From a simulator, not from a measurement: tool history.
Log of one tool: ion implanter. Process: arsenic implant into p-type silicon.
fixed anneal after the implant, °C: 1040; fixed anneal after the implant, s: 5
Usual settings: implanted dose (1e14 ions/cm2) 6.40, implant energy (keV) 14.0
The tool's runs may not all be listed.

run    hour  implanted dose (1e14 ions/cm2)  implant energy (keV)  wafers since the last listed run  hours since the last dose calibration  hours since the extraction supply was calibrated  hours since the gauge calibration  read-back reference wafer on the same gauge, sheet resistance  sheet resistance of the implanted and annealed layer (ohm/square)
  1     0.0                            5.67                  14.0                                 0                                  234.8                                            2337.8                             1861.6                                                         148.98                                                             178.17
  2    58.6                            6.40                  14.0                               804                                  293.4                                            2396.4                             1920.2                                                         148.90                                                             164.72
  3   124.1                            6.40                  14.0                               899                                  358.9                                            2461.9                             1985.7                                                         149.01                                                             164.94
  4   161.2                            6.40                  14.0                               509                                  396.0                                            2499.0                             2022.8                                                         149.10                                                             164.73
      197.3  -- extraction supply calibrated
      226.2  -- Faraday cup replaced and dose calibrated
  5   226.7                            6.40                  14.0                               679                                    0.5                                              29.4                             2088.3                                                         149.03                                                             164.89
  6   258.2                            6.40                  14.0                               432                                   32.0                                              60.9                             2119.8                                                         149.00                                                             164.91
  7   314.9                            6.40                  14.0                               778                                   88.7                                             117.6                             2176.5                                                         149.09                                                             164.52
  8   364.1                            6.40                  14.0                               675                                  137.9                                             166.8                             2225.7                                                         149.04                                                             163.79
  9   413.3                            6.40                  14.0                               675                                  187.1                                             216.0                             2274.9                                                         148.99                                                             165.02
 10   454.1                            6.40                  14.0                               559                                  227.9                                             256.8                             2315.7                                                         149.06                                                             164.63
 11   508.4                            6.40                  14.0                               745                                  282.2                                             311.1                             2370.0                                                         148.94                                                             164.98
 12   554.7                            6.40                  17.5                               635                                  328.5                                             357.4                             2416.3                                                         149.06                                                             158.12
 13   615.3                            6.40                  17.5                               831                                  389.1                                             418.0                             2476.9                                                         148.90                                                             158.84
      673.8  -- Faraday cup replaced and dose calibrated
 14   674.3                            6.40                  14.0                               699                                    0.5                                             477.0                             2535.9                                                         149.03                                                             164.62
 15   735.6                            8.32                  12.0                               841                                   61.8                                             538.3                             2597.2                                                         148.94                                                             146.45
      765.4  -- gauge calibrated
 16   805.2                            6.40                  17.5                               955                                  131.4                                             607.9                               39.8                                                         149.00                                                             157.95
 17   852.7                            6.40                  14.0                               651                                  178.9                                             655.4                               87.3                                                         148.89                                                             165.90
 18   893.2                            5.85                  10.0                               555                                  219.4                                             695.9                              127.8                                                         148.77                                                             183.18
 19   987.5                            7.13                  12.0                              1294                                  313.7                                             790.2                              222.1                                                         149.02                                                             159.18
 20  1048.2                            6.40                  11.5                               833                                  374.4                                             850.9                              282.8                                                         149.00                                                             168.94
 21  1082.9                            7.50                  15.5                               476                                  409.1                                             885.6                              317.5                                                         148.99                                                             148.26
 22  1111.8                            6.93                   9.5                               396                                  438.0                                             914.5                              346.4                                                         149.01                                                             167.09
 23  1179.7                            4.62                  10.5                               931                                  505.9                                             982.4                              414.3                                                         148.90                                                             212.80
     1205.6  -- Faraday cup replaced and dose calibrated
 24  1230.9                            4.62                  10.5                               592                                   25.3                                            1033.6                              465.5                                                         149.23                                                             208.90
 25  1260.0                            7.84                  18.5                               399                                   54.4                                            1062.7                              494.6                                                         148.94                                                             138.86
 26  1305.4                            6.40                  11.0                               623                                   99.8                                            1108.1                              540.0                                                         149.22                                                             170.12
 27  1352.5                            4.49                  14.0                               646                                  146.9                                            1155.2                              587.1                                                         149.21                                                             209.05
 28  1382.6                            6.40                  18.0                               413                                  177.0                                            1185.3                              617.2                                                         148.99                                                             158.49
 29  1437.1                            5.48                  14.0                               748                                  231.5                                            1239.8                              671.7                                                         149.03                                                             181.13
 30  1476.0                            5.43                  18.0                               533                                  270.4                                            1278.7                              710.6                                                         148.91                                                             176.80
 31  1513.4                            8.25                  16.5                               513                                  307.8                                            1316.1                              748.0                                                         149.06                                                             138.75
 32  1549.5                            5.77                  17.5                               495                                  343.9                                            1352.2                              784.1                                                         148.85                                                             170.74
 33  1599.4                            6.40                  18.0                               684                                  393.8                                            1402.1                              834.0                                                         148.72                                                             159.14
 34  1633.1                            5.25                  14.0                               462                                  427.5                                            1435.8                              867.7                                                         149.06                                                             187.46
 35  1687.8                            7.20                  16.5                               750                                  482.2                                            1490.5                              922.4                                                         149.07                                                             148.49
 36  1725.5                            6.89                  14.0                               517                                  519.9                                            1528.2                              960.1                                                         149.04                                                             157.28
 37  1773.3                            4.94                  16.5                               656                                  567.7                                            1576.0                             1007.9                                                         148.91                                                             191.39
     1795.1  -- Faraday cup replaced and dose calibrated
 38  1811.6                            4.72                  16.5                               415                                   16.5                                            1614.3                             1046.2                                                         149.06                                                             195.54

Hidden state at the last listed run before each entry between runs and at the first one after, where it differs:
Between runs 4 and 5: extraction supply calibrated (hour 197.3); Faraday cup replaced and dose calibrated (hour 226.2)
  no hidden state differs between the two runs
Between runs 13 and 14: Faraday cup replaced and dose calibrated (hour 673.8)
  no hidden state differs between the two runs
Between runs 15 and 16: gauge calibrated (hour 765.4)
  no hidden state differs between the two runs
Between runs 23 and 24: Faraday cup replaced and dose calibrated (hour 1205.6)
  no hidden state differs between the two runs
Between runs 37 and 38: Faraday cup replaced and dose calibrated (hour 1795.1)
  no hidden state differs between the two runs
